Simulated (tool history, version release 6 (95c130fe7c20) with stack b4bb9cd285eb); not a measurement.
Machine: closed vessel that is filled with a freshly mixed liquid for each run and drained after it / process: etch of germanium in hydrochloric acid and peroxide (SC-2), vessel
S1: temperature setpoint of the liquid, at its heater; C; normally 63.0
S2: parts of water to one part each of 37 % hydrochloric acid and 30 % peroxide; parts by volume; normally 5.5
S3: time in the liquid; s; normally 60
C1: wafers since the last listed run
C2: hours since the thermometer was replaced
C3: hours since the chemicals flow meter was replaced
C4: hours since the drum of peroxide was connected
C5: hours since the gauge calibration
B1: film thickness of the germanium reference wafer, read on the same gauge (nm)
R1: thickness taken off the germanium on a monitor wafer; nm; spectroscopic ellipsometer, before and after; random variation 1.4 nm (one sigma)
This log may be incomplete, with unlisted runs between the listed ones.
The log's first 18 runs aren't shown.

run	day	S1	S2	S3	C1	C2	C3	C4	C5	B1	R1
19	54.404	72.0	4.0	40	7389	709.9	521.7	1301.6	1889.0	139.98	224.66
# day 57.446: gauge calibrated
20	58.500	63.0	6.5	60	9183	808.2	620.0	1399.9	25.3	140.04	260.79
21	61.271	54.5	8.0	45	6212	874.7	686.5	1466.4	91.8	140.01	148.72
22	63.058	63.0	4.0	30	4007	917.6	729.4	1509.3	134.7	139.98	131.87
23	67.000	53.5	5.5	35	8837	1012.2	824.0	1603.9	229.3	139.99	115.63
# day 67.367: new drum of peroxide connected
24	71.425	63.0	5.5	45	9827	1118.4	930.2	97.4	335.5	140.01	198.53
25	73.638	67.0	5.5	30	4960	1171.5	983.3	150.5	388.6	139.99	149.25
26	75.208	63.0	6.5	90	3522	1209.2	1021.0	188.2	426.3	139.96	394.35
27	78.688	56.0	4.0	45	7800	1292.7	1104.5	271.7	509.8	140.00	164.49
28	82.083	63.0	5.5	60	7613	1374.2	1186.0	353.2	591.3	140.03	269.01
29	84.750	63.0	5.5	60	5978	1438.2	1250.0	417.2	655.3	139.97	266.68
30	87.942	54.0	5.5	90	7156	1514.8	1326.6	493.8	731.9	139.98	309.07

Run 31 comes next. What will it give?
31	91.829	54.5	5.5	60	8716	1608.1	1419.9	587.1	825.2	?	?

B1: 140.02
R1: 209.21 nm
On a tool with no hidden condition, and with the same random variation, this run would have come out at R1 198.29 nm.
